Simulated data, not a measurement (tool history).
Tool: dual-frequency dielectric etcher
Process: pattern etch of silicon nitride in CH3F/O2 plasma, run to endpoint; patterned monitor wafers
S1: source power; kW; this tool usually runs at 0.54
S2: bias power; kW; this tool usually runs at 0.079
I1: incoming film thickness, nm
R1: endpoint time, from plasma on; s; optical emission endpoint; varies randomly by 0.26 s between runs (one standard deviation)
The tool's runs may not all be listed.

run 1 hour=0 | S1=0.54 S2=0.079 | I1=75.1 | R1=79.7
run 2 hour=39.2 | S1=0.54 S2=0.079 | I1=76.3 | R1=80.7
run 3 hour=106.9 | S1=0.54 S2=0.079 | I1=75.7 | R1=80.1
run 4 hour=154.6 | S1=0.54 S2=0.079 | I1=75.4 | R1=79.8
run 5 hour=200.5 | S1=0.54 S2=0.079 | I1=74.9 | R1=78.9
run 6 hour=236.7 | S1=0.54 S2=0.079 | I1=76.4 | R1=80.5
run 7 hour=268.3 | S1=0.54 S2=0.079 | I1=75.4 | R1=79.5
-- hour=332.6 upper electrode replaced
-- hour=350.7 wet clean of the chamber
run 8 hour=351.2 | S1=0.54 S2=0.079 | I1=75.2 | R1=79.6
run 9 hour=387.8 | S1=0.54 S2=0.079 | I1=75.8 | R1=79.5
-- hour=422.4 source power generator calibrated
run 10 hour=433.4 | S1=0.54 S2=0.079 | I1=75.4 | R1=79.7

Predict the results of run 11:
-- hour=463.5 bias power generator calibrated
run 11 hour=494.4 | S1=0.61 S2=0.098 | I1=75.1 | R1=?

R1: 69.8 s
With no hidden state in the tool, this same run would have given R1 69.8 s.
